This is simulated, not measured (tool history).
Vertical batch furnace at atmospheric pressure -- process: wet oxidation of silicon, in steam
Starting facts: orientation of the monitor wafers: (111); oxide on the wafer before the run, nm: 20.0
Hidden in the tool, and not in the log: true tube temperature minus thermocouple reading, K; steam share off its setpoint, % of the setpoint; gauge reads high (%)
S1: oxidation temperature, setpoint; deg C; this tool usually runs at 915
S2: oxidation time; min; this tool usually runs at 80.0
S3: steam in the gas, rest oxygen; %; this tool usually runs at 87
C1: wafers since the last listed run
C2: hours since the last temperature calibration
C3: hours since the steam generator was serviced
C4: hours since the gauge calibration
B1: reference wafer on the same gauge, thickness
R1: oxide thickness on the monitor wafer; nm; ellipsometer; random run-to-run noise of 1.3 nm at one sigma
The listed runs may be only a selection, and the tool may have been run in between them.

run   hour   S1     S2  S3    C1      C2      C3     C4      B1      R1
  1    0.0  915   80.0  87     0  2411.7  2478.6  622.5  256.05  285.57
  2   29.8  915   80.0  87   272  2441.5  2508.4  652.3  255.84  284.86
      30.7  -- gauge calibrated
  3  166.7  915   80.0  87  1250  2578.4  2645.3  136.0  255.78  284.30
  4  195.2  915   80.0  87   260  2606.9  2673.8  164.5  255.92  285.52
  5  258.2  915   80.0  87   575  2669.9  2736.8  227.5  256.17  282.98
  6  320.1  915   80.0  87   565  2731.8  2798.7  289.4  256.17  285.01
     361.3  -- steam generator serviced
  7  361.8  915   80.0  87   161  2773.5     0.5  331.1  255.92  305.43
  8  401.4  915   61.5  94   361  2813.1    40.1  370.7  256.10  266.40
  9  452.8  915   61.5  94   469  2864.5    91.5  422.1  255.72  266.92
 10  483.6  915   61.5  94   281  2895.3   122.3  452.9  256.04  264.09
 11  539.0  915   80.0  87   506  2950.7   177.7  508.3  256.02  303.27
 12  572.1  915   80.0  87   302  2983.8   210.8  541.4  256.14  303.34
 13  612.1  893   80.0  95   365  3023.8   250.8  581.4  255.96  264.28
     655.8  -- thermocouples replaced and temperature profile calibrated
 14  656.3  915   48.0  97   184     0.5   295.0  625.6  255.94  227.75
 15  707.4  892   65.0  94   466    51.6   346.1  676.7  255.81  217.11
     710.4  -- gauge calibrated
 16  740.6  926   68.5  97   303    84.8   379.3   30.2  255.95  317.56
 17  801.1  895  106.5  78   552   145.3   439.8   90.7  256.11  282.32

What does the tool deliver on the next run?
 18  829.0  908  100.0  93  254  173.2  467.7  118.6   ?   ?

{"run 18": {"B1": 255.96, "R1": 349.76}}
If the tool had no hidden condition, the same run with the same run-to-run variation would have returned R1 354.45 nm.

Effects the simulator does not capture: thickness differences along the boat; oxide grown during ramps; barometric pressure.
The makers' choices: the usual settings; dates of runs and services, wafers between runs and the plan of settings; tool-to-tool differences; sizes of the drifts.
